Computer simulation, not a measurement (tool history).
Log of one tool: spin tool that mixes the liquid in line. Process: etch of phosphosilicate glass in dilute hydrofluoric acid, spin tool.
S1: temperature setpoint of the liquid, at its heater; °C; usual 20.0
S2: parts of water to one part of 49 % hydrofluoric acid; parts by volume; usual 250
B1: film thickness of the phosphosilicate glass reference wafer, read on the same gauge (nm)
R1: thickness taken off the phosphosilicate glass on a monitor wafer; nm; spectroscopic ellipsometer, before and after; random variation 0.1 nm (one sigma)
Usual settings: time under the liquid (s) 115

{"run": 1, "hour": 0.0, "S1": 21.5, "S2": 250, "time under the liquid (s)": 115, "B1": 60.02, "R1": 30.62}
{"run": 2, "hour": 14.0, "S1": 20.0, "S2": 250, "time under the liquid (s)": 115, "B1": 59.95, "R1": 29.01}
{"run": 3, "hour": 24.0, "S1": 20.0, "S2": 250, "time under the liquid (s)": 115, "B1": 59.99, "R1": 29.16}
{"run": 4, "hour": 35.5, "S1": 20.0, "S2": 285, "time under the liquid (s)": 115, "B1": 59.95, "R1": 24.79}
{"run": 5, "hour": 44.4, "S1": 20.0, "S2": 285, "time under the liquid (s)": 115, "B1": 59.95, "R1": 24.79}
{"run": 6, "hour": 60.4, "S1": 20.0, "S2": 285, "time under the liquid (s)": 115, "B1": 59.96, "R1": 25.06}
{"run": 7, "hour": 68.5, "S1": 20.0, "S2": 250, "time under the liquid (s)": 115, "B1": 60.01, "R1": 29.21}
{"run": 8, "hour": 80.5, "S1": 20.0, "S2": 250, "time under the liquid (s)": 115, "B1": 60.0, "R1": 29.31}
{"run": 9, "hour": 88.7, "S1": 20.0, "S2": 250, "time under the liquid (s)": 115, "B1": 60.05, "R1": 29.36}
{"run": 10, "hour": 99.6, "S1": 20.0, "S2": 250, "time under the liquid (s)": 115, "B1": 60.0, "R1": 29.61}
{"run": 11, "hour": 107.1, "S1": 20.0, "S2": 250, "time under the liquid (s)": 115, "B1": 60.05, "R1": 29.65}
{"hour": 110.8, "done": "gauge calibrated"}
{"run": 12, "hour": 115.7, "S1": 20.0, "S2": 300, "time under the liquid (s)": 115, "B1": 60.01, "R1": 23.42}
{"run": 13, "hour": 126.3, "S1": 24.0, "S2": 295, "time under the liquid (s)": 90, "B1": 59.99, "R1": 21.73}
{"run": 14, "hour": 136.9, "S1": 21.5, "S2": 250, "time under the liquid (s)": 145, "B1": 60.02, "R1": 39.74}
{"run": 15, "hour": 144.2, "S1": 20.0, "S2": 180, "time under the liquid (s)": 115, "B1": 60.04, "R1": 43.75}
{"run": 16, "hour": 154.2, "S1": 20.0, "S2": 250, "time under the liquid (s)": 115, "B1": 60.03, "R1": 29.86}
{"run": 17, "hour": 163.2, "S1": 17.0, "S2": 250, "time under the liquid (s)": 90, "B1": 60.01, "R1": 20.72}
{"hour": 212.4, "done": "hydrofluoric acid flow meter replaced"}
{"run": 18, "hour": 212.9, "S1": 20.0, "S2": 250, "time under the liquid (s)": 115, "B1": 60.0, "R1": 25.41}
{"run": 19, "hour": 226.4, "S1": 20.0, "S2": 365, "time under the liquid (s)": 185, "B1": 60.02, "R1": 25.26}
{"run": 20, "hour": 238.2, "S1": 24.5, "S2": 360, "time under the liquid (s)": 115, "B1": 59.96, "R1": 18.6}
{"hour": 245.7, "done": "thermometer replaced"}
{"run": 21, "hour": 251.6, "S1": 17.5, "S2": 375, "time under the liquid (s)": 75, "B1": 59.96, "R1": 8.26}
{"run": 22, "hour": 262.6, "S1": 20.0, "S2": 250, "time under the liquid (s)": 135, "B1": 60.01, "R1": 27.31}
{"run": 23, "hour": 273.2, "S1": 18.5, "S2": 150, "time under the liquid (s)": 115, "B1": 60.0, "R1": 40.71}
{"run": 24, "hour": 284.5, "S1": 20.0, "S2": 310, "time under the liquid (s)": 150, "B1": 60.03, "R1": 23.4}
{"run": 25, "hour": 293.9, "S1": 20.0, "S2": 355, "time under the liquid (s)": 160, "B1": 60.01, "R1": 20.85}
{"run": 26, "hour": 304.3, "S1": 17.0, "S2": 250, "time under the liquid (s)": 95, "B1": 60.02, "R1": 17.32}
{"run": 27, "hour": 315.5, "S1": 20.0, "S2": 185, "time under the liquid (s)": 115, "B1": 60.0, "R1": 33.76}
{"run": 28, "hour": 329.4, "S1": 18.5, "S2": 175, "time under the liquid (s)": 180, "B1": 60.01, "R1": 53.47}
{"run": 29, "hour": 345.5, "S1": 20.0, "S2": 250, "time under the liquid (s)": 150, "B1": 60.01, "R1": 30.65}
{"run": 30, "hour": 354.4, "S1": 21.5, "S2": 335, "time under the liquid (s)": 160, "B1": 60.03, "R1": 23.95}
{"run": 31, "hour": 370.8, "S1": 22.0, "S2": 165, "time under the liquid (s)": 145, "B1": 60.03, "R1": 53.02}

What the log doesn't show, run by run:
gauge reads high (%): 0 in every run
H1: liquid hotter than its thermometer reads (K)
H2: hydrofluoric acid flow above the setpoint (%)
run=1 H1=2.15 H2=13.7
run=2 H1=2.17 H2=13.8
run=3 H1=2.18 H2=13.9
run=4 H1=2.2 H2=14
run=5 H1=2.21 H2=14.1
run=6 H1=2.23 H2=14.2
run=7 H1=2.24 H2=14.2
run=8 H1=2.26 H2=14.3
run=9 H1=2.27 H2=14.4
run=10 H1=2.28 H2=14.5
run=11 H1=2.29 H2=14.5
run=12 H1=2.3 H2=14.6
run=13 H1=2.32 H2=14.7
run=14 H1=2.33 H2=14.7
run=15 H1=2.34 H2=14.8
run=16 H1=2.35 H2=14.9
run=17 H1=2.37 H2=14.9
run=18 H1=2.43 H2=0.977
run=19 H1=2.45 H2=1.08
run=20 H1=2.47 H2=1.16
run=21 H1=0.0288 H2=1.26
run=22 H1=0.0435 H2=1.34
run=23 H1=0.0576 H2=1.42
run=24 H1=0.0727 H2=1.5
run=25 H1=0.0853 H2=1.57
run=26 H1=0.0992 H2=1.65
run=27 H1=0.114 H2=1.73
run=28 H1=0.133 H2=1.83
run=29 H1=0.154 H2=1.95
run=30 H1=0.166 H2=2.02
run=31 H1=0.188 H2=2.14
